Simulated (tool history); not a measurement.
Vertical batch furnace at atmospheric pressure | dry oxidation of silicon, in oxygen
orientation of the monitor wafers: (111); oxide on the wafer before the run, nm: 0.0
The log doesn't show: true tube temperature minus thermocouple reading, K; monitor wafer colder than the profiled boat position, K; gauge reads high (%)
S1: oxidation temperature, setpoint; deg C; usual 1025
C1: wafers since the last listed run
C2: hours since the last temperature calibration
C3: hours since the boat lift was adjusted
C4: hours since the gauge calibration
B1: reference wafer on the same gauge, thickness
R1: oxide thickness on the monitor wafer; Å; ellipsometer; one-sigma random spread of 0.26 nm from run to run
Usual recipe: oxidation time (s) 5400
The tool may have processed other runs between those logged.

Run 1, hour 0.0: usual settings; C1 0; C2 3964.1; C3 1497.2; C4 2444.5; B1 108.38. Result: R1 997.9 Å.
Run 2, hour 83.9: usual settings; C1 1181; C2 4048.0; C3 1581.1; C4 2528.4; B1 108.24. Result: R1 998.0 Å.
Run 3, hour 165.6: usual settings but S1 1039 deg C; C1 1150; C2 4129.7; C3 1662.8; C4 2610.1; B1 108.39. Result: R1 1082.7 Å.
Run 4, hour 230.0: usual settings but S1 1039 deg C; C1 906; C2 4194.1; C3 1727.2; C4 2674.5; B1 108.49. Result: R1 1083.7 Å.
Run 5, hour 320.1: usual settings but oxidation time (s) 6810; C1 1268; C2 4284.2; C3 1817.3; C4 2764.6; B1 108.20. Result: R1 1149.9 Å.
Run 6, hour 388.7: usual settings but oxidation time (s) 6810; C1 965; C2 4352.8; C3 1885.9; C4 2833.2; B1 108.30. Result: R1 1154.1 Å.
Run 7, hour 484.1: usual settings but oxidation time (s) 6810; C1 1343; C2 4448.2; C3 1981.3; C4 2928.6; B1 108.35. Result: R1 1155.7 Å.
Run 8, hour 550.0: usual settings but oxidation time (s) 3990; C1 927; C2 4514.1; C3 2047.2; C4 2994.5; B1 108.24. Result: R1 822.7 Å.
Run 9, hour 647.8: usual settings but oxidation time (s) 3990; C1 1377; C2 4611.9; C3 2145.0; C4 3092.3; B1 108.37. Result: R1 821.4 Å.
Run 10, hour 744.5: usual settings but S1 1012 deg C; C1 1361; C2 4708.6; C3 2241.7; C4 3189.0; B1 108.30. Result: R1 913.6 Å.
At hour 798.6: thermocouples replaced and temperature profile calibrated.
Run 11, hour 841.1: usual settings but S1 1012 deg C; C1 1022; C2 42.5; C3 2338.3; C4 3285.6; B1 108.28. Result: R1 893.0 Å.
Run 12, hour 937.5: usual settings; C1 1357; C2 138.9; C3 2434.7; C4 3382.0; B1 108.30. Result: R1 978.2 Å.
Run 13, hour 1007.0: usual settings; C1 978; C2 208.4; C3 2504.2; C4 3451.5; B1 108.39. Result: R1 981.1 Å.
Run 14, hour 1249.5: usual settings; C1 3414; C2 450.9; C3 2746.7; C4 3694.0; B1 108.20. Result: R1 977.0 Å.
Run 15, hour 1337.5: usual settings but S1 1041 deg C, oxidation time (s) 4710; C1 1239; C2 538.9; C3 2834.7; C4 3782.0; B1 108.43. Result: R1 989.3 Å.
Run 16, hour 1414.3: usual settings; C1 1081; C2 615.7; C3 2911.5; C4 3858.8; B1 108.44. Result: R1 984.2 Å.
Run 17, hour 1455.9: usual settings but S1 1014 deg C; C1 585; C2 657.3; C3 2953.1; C4 3900.4; B1 108.23. Result: R1 914.3 Å.
At hour 1479.8: gauge calibrated.
Run 18, hour 1540.2: usual settings but S1 1045 deg C, oxidation time (s) 2940; C1 1186; C2 741.6; C3 3037.4; C4 60.4; B1 108.35. Result: R1 753.8 Å.
Run 19, hour 1767.2: usual settings; C1 3196; C2 968.6; C3 3264.4; C4 287.4; B1 108.31. Result: R1 984.5 Å.
Run 20, hour 1819.9: usual settings; C1 742; C2 1021.3; C3 3317.1; C4 340.1; B1 108.30. Result: R1 982.8 Å.
Run 21, hour 1903.2: usual settings but oxidation time (s) 6420; C1 1172; C2 1104.6; C3 3400.4; C4 423.4; B1 108.33. Result: R1 1095.5 Å.
At hour 1976.2: boat lift adjusted.
Run 22, hour 1994.1: usual settings but S1 1047 deg C, oxidation time (s) 4620; C1 941; C2 1195.5; C3 17.9; C4 514.3; B1 108.25. Result: R1 1016.7 Å.
Run 23, hour 2077.6: usual settings but S1 1004 deg C, oxidation time (s) 3480; C1 1175; C2 1279.0; C3 101.4; C4 597.8; B1 108.40. Result: R1 640.4 Å.
Run 24, hour 2145.0: usual settings but S1 1044 deg C, oxidation time (s) 3330; C1 949; C2 1346.4; C3 168.8; C4 665.2; B1 108.24. Result: R1 814.3 Å.
Run 25, hour 2191.7: usual settings but S1 1016 deg C, oxidation time (s) 4470; C1 657; C2 1393.1; C3 215.5; C4 711.9; B1 108.16. Result: R1 825.6 Å.
Run 26, hour 2270.5: usual settings but S1 1004 deg C, oxidation time (s) 4470; C1 1109; C2 1471.9; C3 294.3; C4 790.7; B1 108.41. Result: R1 757.9 Å.
Run 27, hour 2560.3: usual settings; C1 4080; C2 1761.7; C3 584.1; C4 1080.5; B1 108.28. Result: R1 988.9 Å.
Run 28, hour 2652.2: usual settings but oxidation time (s) 6810; C1 1293; C2 1853.6; C3 676.0; C4 1172.4; B1 108.36. Result: R1 1144.8 Å.
Run 29, hour 2725.3: usual settings but S1 1017 deg C; C1 1029; C2 1926.7; C3 749.1; C4 1245.5; B1 108.27. Result: R1 937.7 Å.
Run 30, hour 2828.9: usual settings; C1 1458; C2 2030.3; C3 852.7; C4 1349.1; B1 108.21. Result: R1 989.8 Å.
Run 31, hour 2873.5: usual settings; C1 627; C2 2074.9; C3 897.3; C4 1393.7; B1 108.29. Result: R1 990.0 Å.
Run 32, hour 2948.2: usual settings but S1 1005 deg C, oxidation time (s) 7740; C1 1051; C2 2149.6; C3 972.0; C4 1468.4; B1 108.24. Result: R1 1089.8 Å.
Run 33, hour 2993.8: usual settings but S1 1006 deg C, oxidation time (s) 2850; C1 642; C2 2195.2; C3 1017.6; C4 1514.0; B1 108.31. Result: R1 575.5 Å.
Run 34, hour 3094.1: usual settings but S1 1039 deg C, oxidation time (s) 7320; C1 1412; C2 2295.5; C3 1117.9; C4 1614.3; B1 108.37. Result: R1 1304.9 Å.
Run 35, hour 3172.4: usual settings but S1 1008 deg C, oxidation time (s) 4020; C1 1102; C2 2373.8; C3 1196.2; C4 1692.6; B1 108.32. Result: R1 731.3 Å.
Run 36, hour 3231.8: usual settings but S1 1001 deg C, oxidation time (s) 7260; C1 836; C2 2433.2; C3 1255.6; C4 1752.0; B1 108.35. Result: R1 1018.3 Å.
Run 37, hour 3332.2: usual settings but S1 1037 deg C, oxidation time (s) 4620; C1 1413; C2 2533.6; C3 1356.0; C4 1852.4; B1 108.25. Result: R1 965.1 Å.
Run 38, hour 3438.3: usual settings but S1 1006 deg C, oxidation time (s) 2850; C1 1493; C2 2639.7; C3 1462.1; C4 1958.5; B1 108.31. Result: R1 573.7 Å.

5 ways to go on from here, each from the tool as it stands after run 38. What would each give?
Run A, hour 3443.4: usual settings but oxidation time (s) 4200; C1 71; C2 2644.8; C3 1467.2; C4 1963.6; B1 ?. Result: R1 ?.
Run B, hour 3443.4: usual settings but S1 1004 deg C, oxidation time (s) 7740; C1 71; C2 2644.8; C3 1467.2; C4 1963.6; B1 ?. Result: R1 ?.
Run C, hour 3443.4: usual settings but S1 1033 deg C, oxidation time (s) 6360; C1 71; C2 2644.8; C3 1467.2; C4 1963.6; B1 ?. Result: R1 ?.
Run D, hour 3443.4: usual settings but S1 1009 deg C, oxidation time (s) 6900; C1 71; C2 2644.8; C3 1467.2; C4 1963.6; B1 ?. Result: R1 ?.
Run E, hour 3443.4: usual settings but S1 1003 deg C, oxidation time (s) 7200; C1 71; C2 2644.8; C3 1467.2; C4 1963.6; B1 ?. Result: R1 ?.

run      B1      R1
  A  108.35   841.6
  B  108.35  1076.4
  C  108.35  1146.8
  D  108.35  1037.1
  E  108.35  1021.1
With the hidden condition removed and each run's random variation left untouched, the same runs would have given:
run      R1
  A   827.9
  B  1056.8
  C  1129.6
  D  1018.3
  E  1002.3
